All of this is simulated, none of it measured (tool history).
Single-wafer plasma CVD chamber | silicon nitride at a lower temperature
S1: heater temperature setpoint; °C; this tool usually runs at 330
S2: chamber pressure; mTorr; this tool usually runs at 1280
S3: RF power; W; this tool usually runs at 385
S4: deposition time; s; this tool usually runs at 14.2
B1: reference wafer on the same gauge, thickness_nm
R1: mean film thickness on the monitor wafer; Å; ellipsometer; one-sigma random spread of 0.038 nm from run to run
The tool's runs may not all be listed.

run     day   S1    S2   S3    S4      B1      R1
  1   0.000  330  1280  385  14.2  19.894  167.86
  2   2.408  330  1280  385  14.2  19.903  167.27
  3   5.988  330  1280  385  14.2  19.898  168.06
  4   8.454  330  1280  385  14.2  19.900  167.94
  5  11.892  330  1280  385  14.2  19.898  167.46
  6  14.212  330  1280  325  14.2  19.889  151.57
  7  17.625  330  1280  325  14.2  19.899  151.89
  8  19.717  330  1280  325  14.2  19.902  151.23
  9  23.450  330  1280  385  14.2  19.897  167.27
     24.321  -- RF generator calibrated
 10  26.442  330  1280  385  14.2  19.895  169.94
 11  30.683  330  1280  385  14.2  19.904  170.11
 12  33.675  330  1280  335  14.2  19.905  156.04
 13  35.354  330  1280  385  14.2  19.892  169.14
     37.233  -- thermocouple changed; heater temperature recalibrated
 14  38.700  341  1560  415  12.6  19.908  161.89
 15  42.242  334  1090  340  14.2  19.900  150.51
     43.108  -- gauge calibrated
 16  45.046  330  1280  385  16.7  19.905  196.33
     46.354  -- showerhead replaced
 17  46.600  330  1560  420  11.5  19.894  149.59
 18  50.379  330  1280  385  14.2  19.903  166.73
     52.912  -- capacitance manometer re-zeroed and calibrated
 19  52.933  336  1280  385  12.1  19.903  143.53
 20  54.750  330  1280  445  14.2  19.901  182.47
 21  56.371  330  1280  360  14.2  19.906  161.98
 22  60.504  330  1280  385  14.2  19.903  168.01
 23  63.704  330   960  385  14.2  19.900  156.98
 24  68.158  323  1280  385  16.5  19.902  195.57

Predict each of these 5 candidate next runs independently; none follows another, all start after run 24:
  A  68.175  330  1280  385  14.2   ?   ?
  B  68.175  316  1280  410  12.3   ?   ?
  C  68.175  322  1280  385  15.8   ?   ?
  D  68.175  330  1530  385  14.2   ?   ?
  E  68.175  330  1380  365  14.2   ?   ?

run      B1      R1
  A  19.895  167.72
  B  19.895  151.47
  C  19.895  187.17
  D  19.895  174.98
  E  19.895  165.56
With the hidden condition removed and each run's random variation left untouched, the same runs would have given:
run      R1
  A  170.96
  B  154.21
  C  190.78
  D  178.35
  E  168.75
